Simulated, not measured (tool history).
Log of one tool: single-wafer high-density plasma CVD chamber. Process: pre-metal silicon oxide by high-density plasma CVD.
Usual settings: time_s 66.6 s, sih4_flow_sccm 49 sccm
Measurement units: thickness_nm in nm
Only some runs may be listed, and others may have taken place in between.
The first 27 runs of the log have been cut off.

run    hour  time_s  sih4_flow_sccm  wafers since the last listed run  hours since the silane flow controller was replaced  hours since the gauge calibration  read-back reference wafer on the same gauge, thickness_nm  thickness_nm
 28  1677.5    73.8              55                               753                                                529.3                              512.4                                                    376.151       430.593
 29  1714.9    70.6              56                               484                                                566.7                              549.8                                                    376.014       423.537
 30  1779.9    54.6              49                               842                                                631.7                              614.8                                                    375.957       283.798
 31  1825.1    56.1              49                               586                                                676.9                                660                                                    376.437       291.749
 32  1873.1    66.6              49                               622                                                724.9                                708                                                    375.698       349.561
 33  1932.1    66.6              49                               765                                                783.9                                767                                                     375.96       346.586
 34  1989.4    66.6              49                               742                                                841.2                              824.3                                                    375.481       345.823
 35  2051.8    58.6              52                               809                                                903.6                              886.7                                                    375.824       323.002
 36  2112.5    72.5              45                               787                                                964.3                              947.4                                                    376.325       346.409

Forecast each of these 4 alternatives for the next run:
  A  2112.9    66.6              57                                 5                                                964.7                              947.8                                                          ?             ?
  B  2112.9    66.6              56                                 5                                                964.7                              947.8                                                          ?             ?
  C  2112.9    54.6              53                                 5                                                964.7                              947.8                                                          ?             ?
  D  2112.9      54              52                                 5                                                964.7                              947.8                                                          ?             ?

run  read-back reference wafer on the same gauge, thickness_nm  thickness_nm
  A                                                     376.23       401.427
  B                                                     376.23       394.385
  C                                                     376.23       306.003
  D                                                     376.23        296.93
What these runs would have given with no unlogged condition in the tool:
run  thickness_nm
  A       406.664
  B        399.53
  C       309.996
  D       300.804

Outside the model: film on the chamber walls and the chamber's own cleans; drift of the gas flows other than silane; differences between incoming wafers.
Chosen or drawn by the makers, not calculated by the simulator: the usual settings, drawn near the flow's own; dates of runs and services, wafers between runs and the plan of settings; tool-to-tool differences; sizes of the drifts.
